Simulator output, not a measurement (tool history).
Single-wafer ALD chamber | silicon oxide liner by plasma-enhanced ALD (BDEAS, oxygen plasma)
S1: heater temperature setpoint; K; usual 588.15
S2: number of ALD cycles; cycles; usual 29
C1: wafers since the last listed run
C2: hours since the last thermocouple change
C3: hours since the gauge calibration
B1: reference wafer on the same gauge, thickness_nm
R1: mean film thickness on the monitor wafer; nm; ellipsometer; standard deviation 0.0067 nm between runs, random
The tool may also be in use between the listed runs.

run	day	S1	S2	C1	C2	C3	B1	R1
1	0.000	588.15	29	0	693.6	114.2	2.470	2.650
2	1.367	588.15	29	239	726.4	147.0	2.471	2.658
3	4.250	588.15	29	504	795.6	216.2	2.469	2.648
4	8.721	588.15	29	781	902.9	323.5	2.471	2.652
5	10.525	591.15	29	315	946.2	366.8	2.469	2.650
6	12.338	583.15	25	317	989.7	410.3	2.470	2.300
7	14.304	594.15	27	343	1036.9	457.5	2.470	2.440
8	17.288	594.15	27	521	1108.5	529.1	2.471	2.446
9	20.171	594.15	27	504	1177.7	598.3	2.470	2.431
10	21.721	596.15	29	271	1214.9	635.5	2.471	2.617
11	22.938	596.15	29	212	1244.1	664.7	2.471	2.607
12	24.667	588.15	25	302	1285.6	706.2	2.469	2.277
13	26.838	588.15	29	379	1337.7	758.3	2.470	2.642
14	29.725	588.15	29	505	1407.0	827.6	2.471	2.645
15	31.238	588.15	29	264	1443.3	863.9	2.470	2.646
16	33.862	588.15	29	459	1506.3	926.9	2.469	2.655
17	35.192	588.15	29	232	1538.2	958.8	2.470	2.641
18	36.246	588.15	29	184	1563.5	984.1	2.470	2.648
19	37.562	588.15	29	230	1595.1	1015.7	2.470	2.643
# day 37.975: thermocouple changed; heater temperature recalibrated
20	38.992	588.15	29	191	24.4	1050.0	2.471	2.651
21	41.558	588.15	29	448	86.0	1111.6	2.470	2.665
22	43.367	588.15	29	316	129.4	1155.0	2.470	2.667
23	46.212	588.15	24	497	197.7	1223.3	2.471	2.193
24	48.462	578.15	29	393	251.7	1277.3	2.470	2.705
25	49.746	593.15	29	224	282.5	1308.1	2.470	2.643
26	52.588	588.15	31	497	350.7	1376.3	2.469	2.835
27	54.204	580.15	33	282	389.5	1415.1	2.470	3.077
28	59.558	588.15	29	936	518.0	1543.6	2.471	2.654
29	62.129	575.15	33	449	579.7	1605.3	2.471	3.093
30	64.033	588.15	35	333	625.4	1651.0	2.470	3.195
31	66.104	588.15	29	362	675.1	1700.7	2.470	2.652
32	67.400	588.15	29	226	706.2	1731.8	2.470	2.658
33	70.312	576.15	25	509	776.1	1801.7	2.469	2.330
# day 71.908: gauge calibrated
34	72.821	580.15	26	438	836.3	21.9	2.469	2.402
35	74.379	588.15	29	272	873.7	59.3	2.470	2.645

What will run 36 give?
36	78.767	577.15	24	767	979.0	164.6	?	?

B1: 2.470
R1: 2.235 nm
With no hidden state in the tool, this same run would have given R1 2.248 nm.
